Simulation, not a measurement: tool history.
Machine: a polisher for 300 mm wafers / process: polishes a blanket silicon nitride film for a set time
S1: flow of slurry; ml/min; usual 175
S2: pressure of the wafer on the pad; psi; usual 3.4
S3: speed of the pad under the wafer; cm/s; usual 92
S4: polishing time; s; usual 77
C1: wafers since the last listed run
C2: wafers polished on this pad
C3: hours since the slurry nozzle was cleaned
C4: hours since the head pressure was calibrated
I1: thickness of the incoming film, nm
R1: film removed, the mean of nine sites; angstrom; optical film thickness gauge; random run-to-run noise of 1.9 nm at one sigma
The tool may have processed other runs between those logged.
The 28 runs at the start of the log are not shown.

run    hour   S1   S2   S3   S4    C1    C2     C3     C4     I1    R1
 29  1941.8  200  3.4   80   77   940  7072  489.2    580  785.8  1162
     1964.5  -- head pressure recalibrated
     1989.5  -- worn pad replaced by a new one
 30  2027.3  205  3.4  114   77  1072   509  574.7   62.8  766.9  1609
 31  2077.7  175  3.4   78   93   679  1189  625.1  113.2  780.8  1407
 32  2155.4  135  3.4   92   89  1048  2238  702.8  190.9  783.4  1446
 33  2200.9  175  2.8  106  100   613  2851  748.3  236.4    773  1670
       2353  -- slurry nozzle cleaned
 34  2373.2  175  3.4   92   77  2311  5162   20.2  408.7  776.6  1277
 35  2414.1  175  3.4   66   77   551  5714   61.1  449.6    771   985
     2470.2  -- worn pad replaced by a new one
 36  2470.7  175  3.4   92   77   709     7  117.7  506.2  782.5  1267
 37  2535.7  175  2.7   72   90   876   884  182.7  571.2  774.9  1073
     2539.2  -- head pressure recalibrated
 38  2586.3  175  3.4   92   77   655  1539  233.3   47.1  786.1  1312

Consider 3 possible next runs. They are alternatives, not a sequence: every one starts from the tool as it was left by run 38. What does each give?
  A  2586.7  175  3.4  92  77   5  1545  233.7  47.5  777.2   ?
  B  2586.7  210  2.9  66  56   5  1545  233.7  47.5  777.2   ?
  C  2586.7  175  3.4  66  62   5  1545  233.7  47.5  777.2   ?

run    R1
  A  1346
  B   702
  C   835
Stripped of hidden state, with their random variation kept, the same runs would have yielded:
run    R1
  A  1372
  B   716
  C   851
